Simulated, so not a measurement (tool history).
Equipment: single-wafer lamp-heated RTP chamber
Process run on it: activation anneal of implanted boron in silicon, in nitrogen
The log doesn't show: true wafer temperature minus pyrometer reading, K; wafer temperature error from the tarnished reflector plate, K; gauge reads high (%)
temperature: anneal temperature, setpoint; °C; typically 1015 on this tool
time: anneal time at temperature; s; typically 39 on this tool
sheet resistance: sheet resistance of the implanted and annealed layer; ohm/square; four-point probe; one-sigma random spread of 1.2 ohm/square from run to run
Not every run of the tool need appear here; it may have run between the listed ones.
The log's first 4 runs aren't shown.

run	hour	temperature	time	wafers since the last listed run	wafers since the last pyrometer calibration	wafers since the reflector plate was cleaned	hours since the gauge calibration	read-back reference wafer on the same gauge, sheet resistance	sheet resistance
5	342.4	1015	29	1531	5006	5006	1099.8	743.02	783.57
6	428.6	1015	29	1231	6238	6238	1186	742.55	782.93
7	495.1	1004	39	950	7188	7188	1252.5	742.25	780.89
8	542.3	1015	39	674	7863	7863	1299.7	742.06	778.31
# hour 608.8: pyrometer window cleaned and pyrometer calibrated
9	612.5	1015	39	888	53	8752	1369.9	741.86	778.59
10	698.3	1025	48	1226	1279	9978	1455.7	741.68	774.44
11	772.3	1015	30	1057	2336	11036	1529.7	741.41	781.8
# hour 837.4: reflector plate cleaned
12	840.8	1015	39	864	3201	48	1598.2	741.29	778.09
13	914.5	1015	39	1053	4254	1101	1671.9	741.12	778.37
14	1022.4	1015	39	1541	5796	2643	1779.8	741.02	779.49
15	1071.5	1009	31	701	6498	3345	1828.9	740.65	781.17
16	1119.9	1015	39	691	7189	4037	1877.3	740.59	778.55
17	1186.8	990	27	956	8145	4993	1944.2	740.45	788.35
# hour 1200.3: pyrometer window cleaned and pyrometer calibrated
18	1269.3	1015	39	1064	985	6057	2026.7	740.16	776.47
19	1384.2	1041	26	1642	2627	7699	2141.6	740.23	774.73
20	1485.3	1002	53	1444	4072	9144	2242.7	739.92	777.92
21	1534	1015	39	695	4768	9840	2291.4	740.09	778.44
22	1599.6	1015	39	937	5706	10778	2357	739.8	779.65
# hour 1704.8: reflector plate cleaned
23	1705.3	1015	39	1396	7102	7	2462.7	740.02	778.18
24	1776.1	1015	25	1011	8114	1019	2533.5	739.78	781.42
# hour 1792.4: pyrometer window cleaned and pyrometer calibrated
25	1848.3	1041	16	917	799	1936	2605.7	739.67	779.48

Run 26, settings as shown, results not yet in. Your forecast:
26	1919.2	1015	39	1013	1812	2949	2676.6	?	?

{"run 26": {"read-back reference wafer on the same gauge, sheet resistance": 739.73, "sheet resistance": 774.71}}
If the tool had no hidden condition, the same run with the same run-to-run variation would have returned sheet resistance 788.83 ohm/square.
